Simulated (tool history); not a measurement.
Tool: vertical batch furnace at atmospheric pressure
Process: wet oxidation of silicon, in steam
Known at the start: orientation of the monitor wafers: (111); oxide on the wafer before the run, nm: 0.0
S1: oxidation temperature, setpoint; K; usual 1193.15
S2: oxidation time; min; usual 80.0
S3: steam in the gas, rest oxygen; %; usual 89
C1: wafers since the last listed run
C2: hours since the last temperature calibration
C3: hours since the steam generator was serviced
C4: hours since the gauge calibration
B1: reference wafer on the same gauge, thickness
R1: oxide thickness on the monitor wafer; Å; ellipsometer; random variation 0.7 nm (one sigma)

Run 1, hour 0.0: usual settings but S1 1201.15 K, S2 93.0 min; C1 0; C2 2407.5; C3 1660.8; C4 50.7; B1 394.11. Result: R1 3889.1 Å.
Run 2, hour 55.6: usual settings but S1 1201.15 K, S2 93.0 min; C1 431; C2 2463.1; C3 1716.4; C4 106.3; B1 394.11. Result: R1 3899.5 Å.
Run 3, hour 96.9: usual settings but S1 1201.15 K, S2 93.0 min; C1 320; C2 2504.4; C3 1757.7; C4 147.6; B1 393.87. Result: R1 3877.5 Å.
Run 4, hour 135.3: usual settings but S3 85 %; C1 297; C2 2542.8; C3 1796.1; C4 186.0; B1 393.63. Result: R1 3155.7 Å.
Run 5, hour 171.4: usual settings but S3 85 %; C1 279; C2 2578.9; C3 1832.2; C4 222.1; B1 393.82. Result: R1 3156.8 Å.
Run 6, hour 267.4: usual settings; C1 744; C2 2674.9; C3 1928.2; C4 318.1; B1 393.78. Result: R1 3274.8 Å.
Run 7, hour 305.4: usual settings; C1 294; C2 2712.9; C3 1966.2; C4 356.1; B1 393.79. Result: R1 3269.0 Å.
Run 8, hour 353.6: usual settings; C1 373; C2 2761.1; C3 2014.4; C4 404.3; B1 394.36. Result: R1 3264.6 Å.
Run 9, hour 410.8: usual settings; C1 443; C2 2818.3; C3 2071.6; C4 461.5; B1 394.04. Result: R1 3269.2 Å.
At hour 458.3: steam generator serviced.
At hour 482.3: thermocouples replaced and temperature profile calibrated.
Run 10, hour 482.8: usual settings but S1 1184.15 K, S2 102.0 min; C1 186; C2 0.5; C3 24.5; C4 533.5; B1 394.04. Result: R1 3729.6 Å.
Run 11, hour 490.5: usual settings but S1 1182.15 K, S2 92.5 min, S3 80 %; C1 59; C2 8.2; C3 32.2; C4 541.2; B1 393.96. Result: R1 3147.6 Å.
At hour 519.9: gauge calibrated.
Run 12, hour 539.7: usual settings but S2 52.5 min, S3 85 %; C1 381; C2 57.4; C3 81.4; C4 19.8; B1 393.75. Result: R1 2356.0 Å.
Run 13, hour 623.4: usual settings but S1 1207.15 K, S2 65.5 min, S3 81 %; C1 648; C2 141.1; C3 165.1; C4 103.5; B1 394.06. Result: R1 3042.2 Å.
Run 14, hour 707.7: usual settings but S2 103.5 min, S3 97 %; C1 653; C2 225.4; C3 249.4; C4 187.8; B1 394.01. Result: R1 4273.2 Å.
Run 15, hour 746.4: usual settings; C1 300; C2 264.1; C3 288.1; C4 226.5; B1 393.73. Result: R1 3328.9 Å.
Run 16, hour 829.3: usual settings but S2 67.5 min; C1 642; C2 347.0; C3 371.0; C4 309.4; B1 393.80. Result: R1 2932.5 Å.
Run 17, hour 931.0: usual settings; C1 788; C2 448.7; C3 472.7; C4 411.1; B1 394.25. Result: R1 3317.4 Å.
Run 18, hour 1033.4: usual settings but S1 1200.15 K, S2 46.5 min; C1 793; C2 551.1; C3 575.1; C4 513.5; B1 393.77. Result: R1 2334.4 Å.
Run 19, hour 1128.5: usual settings but S3 85 %; C1 737; C2 646.2; C3 670.2; C4 608.6; B1 393.82. Result: R1 3184.0 Å.

The tool's hidden state at each run:
true tube temperature minus thermocouple reading, K: 0 in every run
gauge reads high (%): 0 in every run
H1: steam share off its setpoint, % of the setpoint
run      H1
  1   -5.06
  2   -5.09
  3   -5.12
  4   -5.14
  5   -5.16
  6    -5.2
  7   -5.22
  8   -5.24
  9   -5.26
 10  -0.679
 11  -0.734
 12   -1.07
 13   -1.59
 14   -2.06
 15   -2.25
 16   -2.64
 17   -3.05
 18   -3.41
 19   -3.69
